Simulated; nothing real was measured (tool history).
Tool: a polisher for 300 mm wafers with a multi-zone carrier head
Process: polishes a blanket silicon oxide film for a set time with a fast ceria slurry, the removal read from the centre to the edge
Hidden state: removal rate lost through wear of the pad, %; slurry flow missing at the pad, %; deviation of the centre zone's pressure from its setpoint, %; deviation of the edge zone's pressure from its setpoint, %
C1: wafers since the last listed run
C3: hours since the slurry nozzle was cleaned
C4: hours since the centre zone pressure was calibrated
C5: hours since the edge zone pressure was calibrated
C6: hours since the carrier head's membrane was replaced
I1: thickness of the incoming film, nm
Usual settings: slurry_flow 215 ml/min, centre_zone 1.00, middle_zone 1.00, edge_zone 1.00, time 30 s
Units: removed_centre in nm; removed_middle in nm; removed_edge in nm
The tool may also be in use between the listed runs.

{"run": 1, "hour": 0.0, "slurry_flow": 215, "centre_zone": 1.0, "middle_zone": 1.0, "edge_zone": 1.0, "time": 30, "C1": 0, "wafers polished on this pad": 811, "C3": 269.1, "C4": 149.4, "C5": 374.5, "C6": 1416.7, "I1": 1806.2, "removed_centre": 592.0, "removed_middle": 588.9, "removed_edge": 601.7}
{"hour": 15.8, "done": "edge zone pressure recalibrated"}
{"hour": 22.6, "done": "slurry nozzle cleaned"}
{"run": 2, "hour": 62.6, "slurry_flow": 215, "centre_zone": 1.0, "middle_zone": 1.0, "edge_zone": 1.0, "time": 30, "C1": 805, "wafers polished on this pad": 1616, "C3": 40.0, "C4": 212.0, "C5": 46.8, "C6": 1479.3, "I1": 1824.4, "removed_centre": 564.3, "removed_middle": 569.8, "removed_edge": 574.5}
{"hour": 90.9, "done": "worn pad replaced by a new one"}
{"run": 3, "hour": 101.2, "slurry_flow": 215, "centre_zone": 1.0, "middle_zone": 1.0, "edge_zone": 1.0, "time": 30, "C1": 467, "wafers polished on this pad": 139, "C3": 78.6, "C4": 250.6, "C5": 85.4, "C6": 1517.9, "I1": 1844.9, "removed_centre": 594.2, "removed_middle": 599.4, "removed_edge": 622.3}
{"run": 4, "hour": 152.3, "slurry_flow": 215, "centre_zone": 1.0, "middle_zone": 1.0, "edge_zone": 1.0, "time": 30, "C1": 690, "wafers polished on this pad": 829, "C3": 129.7, "C4": 301.7, "C5": 136.5, "C6": 1569.0, "I1": 1841.6, "removed_centre": 595.2, "removed_middle": 597.8, "removed_edge": 605.3}
{"run": 5, "hour": 199.5, "slurry_flow": 215, "centre_zone": 1.0, "middle_zone": 1.0, "edge_zone": 1.0, "time": 30, "C1": 637, "wafers polished on this pad": 1467, "C3": 176.9, "C4": 348.9, "C5": 183.7, "C6": 1616.2, "I1": 1847.2, "removed_centre": 578.8, "removed_middle": 578.5, "removed_edge": 589.1}
{"hour": 256.2, "done": "worn pad replaced by a new one"}
{"run": 6, "hour": 256.8, "slurry_flow": 215, "centre_zone": 1.0, "middle_zone": 1.0, "edge_zone": 1.0, "time": 24, "C1": 720, "wafers polished on this pad": 8, "C3": 234.2, "C4": 406.2, "C5": 241.0, "C6": 1673.5, "I1": 1814.8, "removed_centre": 489.5, "removed_middle": 495.6, "removed_edge": 499.6}
{"hour": 286.7, "done": "slurry nozzle cleaned"}
{"run": 7, "hour": 322.5, "slurry_flow": 215, "centre_zone": 1.0, "middle_zone": 1.0, "edge_zone": 1.0, "time": 30, "C1": 874, "wafers polished on this pad": 882, "C3": 35.8, "C4": 471.9, "C5": 306.7, "C6": 1739.2, "I1": 1823.2, "removed_centre": 600.6, "removed_middle": 599.5, "removed_edge": 609.1}
{"hour": 383.4, "done": "edge zone pressure recalibrated"}
{"run": 8, "hour": 383.7, "slurry_flow": 215, "centre_zone": 1.0, "middle_zone": 1.0, "edge_zone": 1.0, "time": 30, "C1": 800, "wafers polished on this pad": 1683, "C3": 97.0, "C4": 533.1, "C5": 0.3, "C6": 1800.4, "I1": 1789.8, "removed_centre": 563.0, "removed_middle": 557.9, "removed_edge": 573.9}
{"hour": 423.9, "done": "worn pad replaced by a new one"}
{"hour": 560.1, "done": "slurry nozzle cleaned"}
{"hour": 585.9, "done": "worn pad replaced by a new one"}
{"run": 9, "hour": 597.4, "slurry_flow": 215, "centre_zone": 1.06, "middle_zone": 1.0, "edge_zone": 0.97, "time": 30, "C1": 2766, "wafers polished on this pad": 154, "C3": 37.3, "C4": 746.8, "C5": 214.0, "C6": 2014.1, "I1": 1815.0, "removed_centre": 639.3, "removed_middle": 587.0, "removed_edge": 611.7}
{"hour": 625.3, "done": "carrier head's membrane replaced by a new one"}
{"hour": 658.3, "done": "centre zone pressure recalibrated"}
{"run": 10, "hour": 658.8, "slurry_flow": 215, "centre_zone": 1.0, "middle_zone": 1.0, "edge_zone": 1.1, "time": 30, "C1": 735, "wafers polished on this pad": 890, "C3": 98.7, "C4": 0.5, "C5": 275.4, "C6": 33.5, "I1": 1836.7, "removed_centre": 596.2, "removed_middle": 591.4, "removed_edge": 624.4}
{"hour": 717.7, "done": "edge zone pressure recalibrated"}
{"run": 11, "hour": 730.3, "slurry_flow": 215, "centre_zone": 0.9, "middle_zone": 0.91, "edge_zone": 0.93, "time": 21, "C1": 939, "wafers polished on this pad": 1829, "C3": 170.2, "C4": 72.0, "C5": 12.6, "C6": 105.0, "I1": 1844.9, "removed_centre": 349.9, "removed_middle": 357.6, "removed_edge": 378.7}
{"hour": 756.6, "done": "worn pad replaced by a new one"}
{"run": 12, "hour": 763.0, "slurry_flow": 215, "centre_zone": 1.0, "middle_zone": 1.0, "edge_zone": 1.0, "time": 30, "C1": 387, "wafers polished on this pad": 86, "C3": 202.9, "C4": 104.7, "C5": 45.3, "C6": 137.7, "I1": 1822.6, "removed_centre": 612.6, "removed_middle": 599.9, "removed_edge": 607.6}

The next listed run, before its measurement:
{"run": 13, "hour": 802.9, "slurry_flow": 215, "centre_zone": 1.0, "middle_zone": 1.0, "edge_zone": 1.0, "time": 30, "C1": 539, "wafers polished on this pad": 626, "C3": 242.8, "C4": 144.6, "C5": 85.2, "C6": 177.6, "I1": 1822.9, "removed_centre": "?", "removed_middle": "?", "removed_edge": "?"}

removed_centre: 595.7 nm
removed_middle: 593.0 nm
removed_edge: 611.4 nm
Without the tool's hidden state the same run would have given removed_centre 607.8 nm, removed_middle 605.0 nm, removed_edge 623.8 nm.
